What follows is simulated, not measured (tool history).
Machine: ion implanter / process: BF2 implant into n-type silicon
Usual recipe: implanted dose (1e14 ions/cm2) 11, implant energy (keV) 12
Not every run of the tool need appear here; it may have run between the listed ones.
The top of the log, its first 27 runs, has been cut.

run   hour  implanted dose (1e14 ions/cm2)  implant energy (keV)  read-back reference wafer on the same gauge, sheet resistance  sheet resistance of the implanted and annealed layer (ohm/square)
 28    343                           12.68                  14.5                                                         316.12                                                             248.32
 29  349.3                           13.44                  15.5                                                         316.05                                                             238.74
 30  359.8                           10.01                   8.5                                                         316.22                                                             327.01
 31  373.1                            8.09                     8                                                         316.42                                                             344.08
 32  379.2                              11                    12                                                         316.46                                                             277.75
 33  396.3                            9.46                  14.5                                                         316.78                                                             259.99
 34  410.5                           12.91                    15                                                         316.76                                                              245.2
 35  423.1                            12.4                    12                                                         316.79                                                              274.7

For run 36, what comes out?
 36  436.6                              11                    12                                                              ?                                                                  ?

{"run 36": {"read-back reference wafer on the same gauge, sheet resistance": 316.99, "sheet resistance of the implanted and annealed layer (ohm/square)": 277.3}}
If the tool had no hidden condition, the same run with the same run-to-run variation would have returned sheet resistance of the implanted and annealed layer (ohm/square) 275.57.
